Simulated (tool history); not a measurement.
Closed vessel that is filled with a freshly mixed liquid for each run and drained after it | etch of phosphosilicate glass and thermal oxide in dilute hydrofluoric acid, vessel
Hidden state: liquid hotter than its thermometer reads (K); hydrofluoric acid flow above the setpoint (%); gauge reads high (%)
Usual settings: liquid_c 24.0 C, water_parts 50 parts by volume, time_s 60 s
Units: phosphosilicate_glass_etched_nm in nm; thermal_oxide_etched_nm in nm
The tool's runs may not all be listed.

run,day,liquid_c,water_parts,time_s,wafers since the last listed run,hours since the thermometer was replaced,hours since the hydrofluoric acid flow meter was replaced,hours since the gauge calibration,"read-back film thickness of the phosphosilicate glass reference wafer, read on the same gauge (nm)","read-back film thickness of the thermal oxide reference wafer, read on the same gauge (nm)",phosphosilicate_glass_etched_nm,thermal_oxide_etched_nm
1,0.000,24.0,50,40,0,2025.1,1108.7,68.3,110.04,80.02,71.30,4.10
2,2.642,24.0,50,40,4134,2088.5,1172.1,131.7,110.01,80.02,71.80,4.16
3,4.617,24.0,50,40,3090,2135.9,1219.5,179.1,110.00,80.01,71.63,4.10
4,6.417,24.0,50,60,2817,2179.1,1262.7,222.3,109.97,80.01,109.20,6.28
5,8.421,24.0,50,60,3136,2227.2,1310.8,270.4,110.04,80.01,106.96,6.21
6,10.512,24.0,50,60,3273,2277.4,1361.0,320.6,110.04,79.99,106.24,6.21
7,13.179,22.5,50,60,4173,2341.4,1425.0,384.6,110.00,79.99,101.36,5.88
8,15.604,24.0,50,60,3795,2399.6,1483.2,442.8,109.98,79.98,108.74,6.22
9,19.946,24.0,50,60,6794,2503.8,1587.4,547.0,109.98,80.01,107.02,6.23
10,23.196,24.0,70,60,5086,2581.8,1665.4,625.0,110.03,80.02,75.54,4.38
# day 26.783: thermometer replaced
11,27.150,24.0,50,60,6123,8.8,1760.3,719.9,109.99,80.01,109.85,6.23
12,29.238,24.0,35,30,3267,58.9,1810.4,770.0,110.01,80.01,79.05,4.64
13,31.812,20.0,50,60,4029,120.7,1872.2,831.8,110.05,80.01,93.20,5.33
14,33.583,24.0,25,60,2771,163.2,1914.7,874.3,109.97,80.04,230.13,12.95
15,47.012,24.0,30,75,21017,485.5,2237.0,1196.6,110.03,79.99,239.66,13.61
# day 50.708: hydrofluoric acid flow meter replaced
16,51.171,28.5,65,45,6442,585.3,11.1,1296.4,110.02,80.02,71.57,4.12
17,54.658,24.0,50,60,5458,669.0,94.8,1380.1,110.02,79.97,105.45,6.11
# day 56.842: gauge calibrated
18,56.871,22.5,40,75,3462,722.1,147.9,0.7,109.96,80.02,155.44,9.05
19,61.138,28.0,70,60,6677,824.5,250.3,103.1,109.98,79.98,86.66,5.01
20,63.908,27.0,35,30,4336,891.0,316.8,169.6,109.95,79.99,86.77,5.03
21,68.317,24.0,50,60,6899,996.8,422.6,275.4,110.02,80.01,105.52,6.12
22,72.075,24.0,60,70,5881,1087.0,512.8,365.6,110.01,79.98,101.36,5.88
23,75.617,28.0,60,45,5542,1172.0,597.8,450.6,110.02,80.04,76.40,4.43

Measured less the same run without the tool's hidden state. The same run-to-run variation is in both; the gauge's scatter may not be:
run,phosphosilicate_glass_etched_nm,thermal_oxide_etched_nm
1,+1.99,+0.11
2,+2.10,+0.12
3,+2.17,+0.12
4,+3.39,+0.20
5,+3.44,+0.20
6,+3.52,+0.21
7,+3.48,+0.20
8,+3.88,+0.22
9,+4.05,+0.23
10,+3.05,+0.17
11,+4.56,+0.26
12,+3.31,+0.20
13,+4.06,+0.23
14,+9.98,+0.56
15,+11.95,+0.68
16,+0.38,+0.03
17,+0.72,+0.05
18,+1.23,+0.08
19,+0.92,+0.06
20,+1.02,+0.06
21,+1.48,+0.09
22,+1.64,+0.10
23,+1.39,+0.08
